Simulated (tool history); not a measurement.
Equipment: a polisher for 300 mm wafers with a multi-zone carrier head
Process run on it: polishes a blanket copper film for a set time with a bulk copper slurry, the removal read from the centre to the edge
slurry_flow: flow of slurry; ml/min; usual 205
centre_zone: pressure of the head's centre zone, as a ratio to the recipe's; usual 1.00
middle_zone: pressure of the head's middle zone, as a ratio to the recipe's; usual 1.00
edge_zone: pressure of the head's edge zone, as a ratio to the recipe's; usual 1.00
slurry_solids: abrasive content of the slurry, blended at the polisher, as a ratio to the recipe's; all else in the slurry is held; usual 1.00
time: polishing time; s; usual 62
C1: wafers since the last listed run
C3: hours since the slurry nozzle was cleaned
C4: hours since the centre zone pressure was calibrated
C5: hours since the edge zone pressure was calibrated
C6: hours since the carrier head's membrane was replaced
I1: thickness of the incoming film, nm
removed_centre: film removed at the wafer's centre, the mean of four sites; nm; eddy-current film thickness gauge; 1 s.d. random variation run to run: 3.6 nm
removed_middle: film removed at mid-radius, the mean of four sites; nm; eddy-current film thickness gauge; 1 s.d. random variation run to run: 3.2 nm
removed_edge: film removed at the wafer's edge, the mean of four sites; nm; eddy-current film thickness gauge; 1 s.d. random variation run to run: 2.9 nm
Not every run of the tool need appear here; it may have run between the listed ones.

Run 1, hour 0.0: usual settings but slurry_solids 1.25; C1 0; wafers polished on this pad 819; C3 25.9; C4 706.1; C5 44.3; C6 1656.8; I1 3631.4. Result: removed_centre 327.8 nm, removed_middle 319.0 nm, removed_edge 331.8 nm.
Run 2, hour 16.5: usual settings but slurry_solids 1.25; C1 184; wafers polished on this pad 1004; C3 42.4; C4 722.6; C5 60.8; C6 1673.3; I1 3631.9. Result: removed_centre 324.0 nm, removed_middle 319.6 nm, removed_edge 330.8 nm.
Run 3, hour 32.9: usual settings; C1 183; wafers polished on this pad 1187; C3 58.8; C4 739.0; C5 77.2; C6 1689.7; I1 3676.4. Result: removed_centre 308.9 nm, removed_middle 305.0 nm, removed_edge 309.5 nm.
Run 4, hour 46.4: usual settings; C1 150; wafers polished on this pad 1337; C3 72.3; C4 752.5; C5 90.7; C6 1703.2; I1 3691.2. Result: removed_centre 304.5 nm, removed_middle 296.3 nm, removed_edge 307.9 nm.
Run 5, hour 116.5: usual settings; C1 782; wafers polished on this pad 2120; C3 142.4; C4 822.6; C5 160.8; C6 1773.3; I1 3761.1. Result: removed_centre 297.1 nm, removed_middle 288.2 nm, removed_edge 291.8 nm.
At hour 127.4: centre zone pressure recalibrated.
At hour 136.6: worn pad replaced by a new one.
Run 6, hour 143.8: usual settings but slurry_flow 175 ml/min; C1 237; wafers polished on this pad 80; C3 169.7; C4 16.4; C5 188.1; C6 1800.6; I1 3721.9. Result: removed_centre 311.5 nm, removed_middle 299.0 nm, removed_edge 306.9 nm.
Run 7, hour 173.4: usual settings but slurry_flow 250 ml/min, edge_zone 1.05, time 48 s; C1 330; wafers polished on this pad 410; C3 199.3; C4 46.0; C5 217.7; C6 1830.2; I1 3608.7. Result: removed_centre 248.5 nm, removed_middle 241.4 nm, removed_edge 250.7 nm.
Run 8, hour 224.7: usual settings but centre_zone 1.11; C1 572; wafers polished on this pad 983; C3 250.6; C4 97.3; C5 269.0; C6 1881.5; I1 3708.2. Result: removed_centre 334.9 nm, removed_middle 301.5 nm, removed_edge 310.4 nm.
Run 9, hour 245.3: usual settings; C1 230; wafers polished on this pad 1213; C3 271.2; C4 117.9; C5 289.6; C6 1902.1; I1 3760.9. Result: removed_centre 308.9 nm, removed_middle 300.4 nm, removed_edge 305.0 nm.
Run 10, hour 261.3: usual settings but centre_zone 0.95; C1 178; wafers polished on this pad 1392; C3 287.2; C4 133.9; C5 305.6; C6 1918.1; I1 3648.2. Result: removed_centre 291.1 nm, removed_middle 295.8 nm, removed_edge 300.8 nm.
Run 11, hour 288.7: usual settings; C1 305; wafers polished on this pad 1698; C3 314.6; C4 161.3; C5 333.0; C6 1945.5; I1 3699.3. Result: removed_centre 301.1 nm, removed_middle 296.2 nm, removed_edge 304.2 nm.
Run 12, hour 323.9: usual settings; C1 393; wafers polished on this pad 2091; C3 349.8; C4 196.5; C5 368.2; C6 1980.7; I1 3698.2. Result: removed_centre 293.6 nm, removed_middle 292.5 nm, removed_edge 290.9 nm.
At hour 345.2: worn pad replaced by a new one.
Run 13, hour 348.2: usual settings but middle_zone 1.10; C1 226; wafers polished on this pad 33; C3 374.1; C4 220.8; C5 392.5; C6 2005.0; I1 3687.2. Result: removed_centre 313.4 nm, removed_middle 329.3 nm, removed_edge 308.1 nm.
At hour 364.1: carrier head's membrane replaced by a new one.
Run 14, hour 410.0: usual settings but centre_zone 1.09; C1 634; wafers polished on this pad 667; C3 435.9; C4 282.6; C5 454.3; C6 45.9; I1 3731.9. Result: removed_centre 329.0 nm, removed_middle 295.9 nm, removed_edge 313.6 nm.
Run 15, hour 426.6: usual settings but edge_zone 0.94; C1 185; wafers polished on this pad 852; C3 452.5; C4 299.2; C5 470.9; C6 62.5; I1 3620.0. Result: removed_centre 310.5 nm, removed_middle 300.4 nm, removed_edge 296.5 nm.
Run 16, hour 443.4: usual settings but centre_zone 0.97, time 47 s; C1 187; wafers polished on this pad 1040; C3 469.3; C4 316.0; C5 487.7; C6 79.3; I1 3721.6. Result: removed_centre 226.7 nm, removed_middle 226.6 nm, removed_edge 232.0 nm.
Run 17, hour 459.3: usual settings; C1 177; wafers polished on this pad 1218; C3 485.2; C4 331.9; C5 503.6; C6 95.2; I1 3702.4. Result: removed_centre 302.5 nm, removed_middle 298.8 nm, removed_edge 301.5 nm.
Run 18, hour 480.3: usual settings but slurry_flow 235 ml/min, middle_zone 0.95, edge_zone 1.10; C1 234; wafers polished on this pad 1452; C3 506.2; C4 352.9; C5 524.6; C6 116.2; I1 3681.7. Result: removed_centre 298.4 nm, removed_middle 286.2 nm, removed_edge 319.3 nm.
Run 19, hour 513.0: usual settings but edge_zone 0.93, time 68 s; C1 365; wafers polished on this pad 1817; C3 538.9; C4 385.6; C5 557.3; C6 148.9; I1 3707.1. Result: removed_centre 324.5 nm, removed_middle 320.0 nm, removed_edge 312.5 nm.
At hour 519.2: worn pad replaced by a new one.
Run 20, hour 537.8: usual settings but middle_zone 0.88; C1 232; wafers polished on this pad 207; C3 563.7; C4 410.4; C5 582.1; C6 173.7; I1 3687.8. Result: removed_centre 312.6 nm, removed_middle 276.1 nm, removed_edge 315.0 nm.
Run 21, hour 620.4: usual settings; C1 922; wafers polished on this pad 1130; C3 646.3; C4 493.0; C5 664.7; C6 256.3; I1 3683.4. Result: removed_centre 298.6 nm, removed_middle 298.2 nm, removed_edge 309.1 nm.

Below are 4 alternative next runs, each starting from the tool's condition after run 21. Predict each:
Run A, hour 620.8: usual settings; C1 4; wafers polished on this pad 1134; C3 646.7; C4 493.4; C5 665.1; C6 256.7; I1 3707.3. Result: removed_centre ?, removed_middle ?, removed_edge ?.
Run B, hour 620.8: usual settings but slurry_flow 240 ml/min, centre_zone 0.93, middle_zone 0.94, edge_zone 1.06; C1 4; wafers polished on this pad 1134; C3 646.7; C4 493.4; C5 665.1; C6 256.7; I1 3707.3. Result: removed_centre ?, removed_middle ?, removed_edge ?.
Run C, hour 620.8: usual settings but slurry_flow 155 ml/min; C1 4; wafers polished on this pad 1134; C3 646.7; C4 493.4; C5 665.1; C6 256.7; I1 3707.3. Result: removed_centre ?, removed_middle ?, removed_edge ?.
Run D, hour 620.8: usual settings but centre_zone 1.08, slurry_solids 1.15; C1 4; wafers polished on this pad 1134; C3 646.7; C4 493.4; C5 665.1; C6 256.7; I1 3707.3. Result: removed_centre ?, removed_middle ?, removed_edge ?.

run  removed_centre  removed_middle  removed_edge
  A           309.4           298.1         301.1
  B           296.9           289.5         314.9
  C           292.2           283.2         290.0
  D           344.6           309.4         312.6
Stripped of hidden state, with their random variation kept, the same runs would have yielded:
run  removed_centre  removed_middle  removed_edge
  A           316.1           304.5         307.5
  B           303.3           295.6         321.6
  C           298.4           289.3         296.2
  D           352.0           316.1         319.3
